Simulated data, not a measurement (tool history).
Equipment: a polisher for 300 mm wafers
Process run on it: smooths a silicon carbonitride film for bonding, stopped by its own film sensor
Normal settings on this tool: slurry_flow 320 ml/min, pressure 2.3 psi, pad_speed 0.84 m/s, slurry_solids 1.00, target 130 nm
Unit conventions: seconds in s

| run | hour | slurry_flow | pressure | pad_speed | slurry_solids | target | incoming thickness of the incoming film, nm | seconds |
|---|---|---|---|---|---|---|---|---|
| 1 | 0.0 | 320 | 2.3 | 0.84 | 1.00 | 130 | 148.3 | 60.7 |
|  | 5.2 | worn pad replaced by a new one |
|  | 30.0 | head pressure recalibrated |
| 2 | 104.7 | 320 | 2.3 | 0.84 | 1.00 | 130 | 151.3 | 74.3 |
|  | 124.8 | slurry blender recalibrated |
| 3 | 172.8 | 320 | 2.3 | 0.84 | 1.00 | 130 | 152.2 | 76.2 |
| 4 | 270.4 | 295 | 2.3 | 0.84 | 1.00 | 130 | 149.6 | 64.6 |
|  | 323.5 | slurry nozzle cleaned |
| 5 | 350.6 | 295 | 2.3 | 0.84 | 1.00 | 130 | 150.8 | 69.3 |
| 6 | 439.8 | 320 | 2.3 | 0.84 | 1.00 | 130 | 149.1 | 63.4 |
|  | 469.8 | worn pad replaced by a new one |
|  | 558.2 | slurry blender recalibrated |
| 7 | 684.6 | 320 | 2.3 | 0.84 | 1.00 | 130 | 149.5 | 66.1 |
| 8 | 775.8 | 320 | 2.3 | 0.84 | 1.00 | 130 | 150.1 | 66.4 |
|  | 786.9 | slurry nozzle cleaned |
| 9 | 845.6 | 320 | 2.3 | 0.84 | 1.00 | 130 | 150.1 | 65.8 |
|  | 900.5 | worn pad replaced by a new one |
| 10 | 919.1 | 320 | 2.3 | 0.84 | 1.00 | 130 | 149.8 | 67.6 |
|  | 951.6 | slurry blender recalibrated |
| 11 | 974.6 | 320 | 2.3 | 0.84 | 1.00 | 130 | 149.5 | 66.1 |
| 12 | 1013.9 | 320 | 2.3 | 0.84 | 1.00 | 130 | 150.5 | 68.3 |
| 13 | 1080.9 | 320 | 2.3 | 0.84 | 1.00 | 130 | 147.6 | 58.4 |
| 14 | 1176.7 | 320 | 2.3 | 0.84 | 1.00 | 130 | 150.6 | 67.7 |
|  | 1229.9 | slurry nozzle cleaned |
| 15 | 1263.4 | 320 | 2.3 | 0.84 | 1.00 | 123 | 148.6 | 84.3 |
| 16 | 1308.4 | 410 | 1.6 | 0.84 | 1.00 | 130 | 148.3 | 71.5 |
|  | 1317.5 | worn pad replaced by a new one |
|  | 1354.5 | head pressure recalibrated |
|  | 1356.8 | slurry blender recalibrated |
| 17 | 1366.4 | 320 | 2.3 | 0.84 | 1.00 | 130 | 149.1 | 59.1 |
| 18 | 1420.0 | 320 | 2.3 | 0.84 | 1.00 | 130 | 151.0 | 65.6 |
| 19 | 1475.3 | 320 | 2.7 | 0.84 | 1.00 | 130 | 147.2 | 47.6 |
| 20 | 1534.2 | 395 | 2.3 | 0.84 | 1.00 | 130 | 149.4 | 58.9 |
| 21 | 1581.0 | 375 | 2.3 | 0.84 | 1.00 | 137 | 149.3 | 37.1 |
| 22 | 1663.9 | 295 | 2.3 | 0.84 | 1.00 | 130 | 149.0 | 61.5 |
|  | 1692.8 | head pressure recalibrated, repeated, since the last time left the tool worse |
| 23 | 1708.0 | 320 | 2.9 | 0.98 | 1.00 | 134 | 150.5 | 43.8 |
|  | 1717.3 | worn pad replaced by a new one |
|  | 1733.0 | slurry nozzle cleaned |
|  | 1749.3 | slurry blender recalibrated |
| 24 | 1760.0 | 320 | 2.3 | 0.84 | 1.25 | 130 | 150.6 | 64.4 |
| 25 | 1820.1 | 320 | 3.0 | 0.98 | 0.75 | 132 | 149.9 | 53.6 |
| 26 | 1926.4 | 320 | 2.0 | 0.84 | 1.00 | 130 | 152.2 | 81.8 |
| 27 | 2005.4 | 320 | 2.3 | 0.84 | 1.00 | 130 | 152.5 | 74.6 |
| 28 | 2051.7 | 320 | 2.3 | 0.84 | 1.00 | 130 | 149.2 | 66.5 |

Predict the results of run 29:
| 29 | 2139.4 | 320 | 2.3 | 0.56 | 1.00 | 130 | 150.0 | ? |

{"run 29": {"seconds": 84.7}}
With no hidden state in the tool, this same run would have given seconds 85.1 s.
